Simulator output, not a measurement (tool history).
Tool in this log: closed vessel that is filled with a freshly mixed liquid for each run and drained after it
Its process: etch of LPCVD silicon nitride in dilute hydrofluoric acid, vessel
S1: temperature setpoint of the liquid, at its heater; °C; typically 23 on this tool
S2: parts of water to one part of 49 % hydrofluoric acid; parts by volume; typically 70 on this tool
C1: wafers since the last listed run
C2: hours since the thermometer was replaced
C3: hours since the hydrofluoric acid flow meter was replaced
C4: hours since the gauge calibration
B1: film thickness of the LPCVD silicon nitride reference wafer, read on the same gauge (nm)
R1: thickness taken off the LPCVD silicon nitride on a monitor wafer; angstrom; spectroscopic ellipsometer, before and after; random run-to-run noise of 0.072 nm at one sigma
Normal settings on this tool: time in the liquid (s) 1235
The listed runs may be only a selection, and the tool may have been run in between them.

run 1 day=0 | S1=23 S2=70 time_in_the_liquid_(s)=1235 | C1=0 C2=2146.8 C3=816.5 C4=179 | B1=130.02 | R1=72.2
run 2 day=0.971 | S1=23 S2=70 time_in_the_liquid_(s)=1235 | C1=1387 C2=2170.1 C3=839.8 C4=202.3 | B1=130.01 | R1=72.3
run 3 day=2.408 | S1=23 S2=70 time_in_the_liquid_(s)=1235 | C1=2054 C2=2204.6 C3=874.3 C4=236.8 | B1=130.01 | R1=73
run 4 day=3.579 | S1=23 S2=70 time_in_the_liquid_(s)=1235 | C1=1673 C2=2232.7 C3=902.4 C4=264.9 | B1=129.99 | R1=72.6
run 5 day=4.117 | S1=23 S2=70 time_in_the_liquid_(s)=1235 | C1=768 C2=2245.6 C3=915.3 C4=277.8 | B1=130 | R1=70.2
-- day=5.604 gauge calibrated
run 6 day=8.358 | S1=23 S2=70 time_in_the_liquid_(s)=1235 | C1=6061 C2=2347.4 C3=1017.1 C4=66.1 | B1=129.99 | R1=71.5
run 7 day=9.396 | S1=23 S2=65 time_in_the_liquid_(s)=910 | C1=1482 C2=2372.3 C3=1042 C4=91 | B1=130.02 | R1=55.4
run 8 day=10.258 | S1=23 S2=70 time_in_the_liquid_(s)=1235 | C1=1232 C2=2393 C3=1062.7 C4=111.7 | B1=130.02 | R1=70.3
-- day=11.038 thermometer replaced
run 9 day=11.642 | S1=23 S2=70 time_in_the_liquid_(s)=1235 | C1=1917 C2=14.5 C3=1095.9 C4=144.9 | B1=130.02 | R1=70.5
run 10 day=14.983 | S1=23 S2=70 time_in_the_liquid_(s)=1235 | C1=4775 C2=94.7 C3=1176.1 C4=225.1 | B1=130 | R1=69
-- day=15.217 hydrofluoric acid flow meter replaced
run 11 day=16.288 | S1=28 S2=85 time_in_the_liquid_(s)=600 | C1=1804 C2=126 C3=25.7 C4=256.4 | B1=129.95 | R1=43.8
run 12 day=17.742 | S1=19 S2=90 time_in_the_liquid_(s)=930 | C1=2078 C2=160.9 C3=60.6 C4=291.3 | B1=130 | R1=35
-- day=18.625 gauge calibrated
run 13 day=18.862 | S1=23 S2=70 time_in_the_liquid_(s)=1235 | C1=1601 C2=187.8 C3=87.5 C4=5.7 | B1=129.95 | R1=77
run 14 day=19.642 | S1=23 S2=70 time_in_the_liquid_(s)=520 | C1=1113 C2=206.5 C3=106.2 C4=24.4 | B1=130 | R1=32
run 15 day=20.246 | S1=24.5 S2=35 time_in_the_liquid_(s)=1235 | C1=863 C2=221 C3=120.7 C4=38.9 | B1=130 | R1=167.9
run 16 day=21.2 | S1=28 S2=85 time_in_the_liquid_(s)=600 | C1=1363 C2=243.9 C3=143.6 C4=61.8 | B1=129.97 | R1=43.8
run 17 day=22.25 | S1=27.5 S2=95 time_in_the_liquid_(s)=1970 | C1=1500 C2=269.1 C3=168.8 C4=87 | B1=130 | R1=123
run 18 day=23.112 | S1=23 S2=70 time_in_the_liquid_(s)=1235 | C1=1232 C2=289.8 C3=189.5 C4=107.7 | B1=129.99 | R1=75.8
run 19 day=24.075 | S1=23 S2=70 time_in_the_liquid_(s)=1235 | C1=1375 C2=312.9 C3=212.6 C4=130.8 | B1=130.01 | R1=77.8
run 20 day=25.104 | S1=18 S2=90 time_in_the_liquid_(s)=805 | C1=1470 C2=337.6 C3=237.3 C4=155.5 | B1=129.95 | R1=28.2

What if the next run were any one of these 4? Each begins from the tool's condition after run 20:
run A day=25.146 | S1=23 S2=70 time_in_the_liquid_(s)=1020 | C1=59 C2=338.6 C3=238.3 C4=156.5 | B1=? | R1=?
run B day=25.146 | S1=21 S2=35 time_in_the_liquid_(s)=1440 | C1=59 C2=338.6 C3=238.3 C4=156.5 | B1=? | R1=?
run C day=25.146 | S1=19 S2=40 time_in_the_liquid_(s)=655 | C1=59 C2=338.6 C3=238.3 C4=156.5 | B1=? | R1=?
run D day=25.146 | S1=19 S2=80 time_in_the_liquid_(s)=925 | C1=59 C2=338.6 C3=238.3 C4=156.5 | B1=? | R1=?

run=A B1=130 R1=64
run=B B1=130 R1=155
run=C B1=130 R1=53.9
run=D B1=130 R1=38.8
The same runs, with their run-to-run variation unchanged, on a tool lacking any hidden condition would have given:
run=A R1=65.6
run=B R1=158.8
run=C R1=55.2
run=D R1=39.8
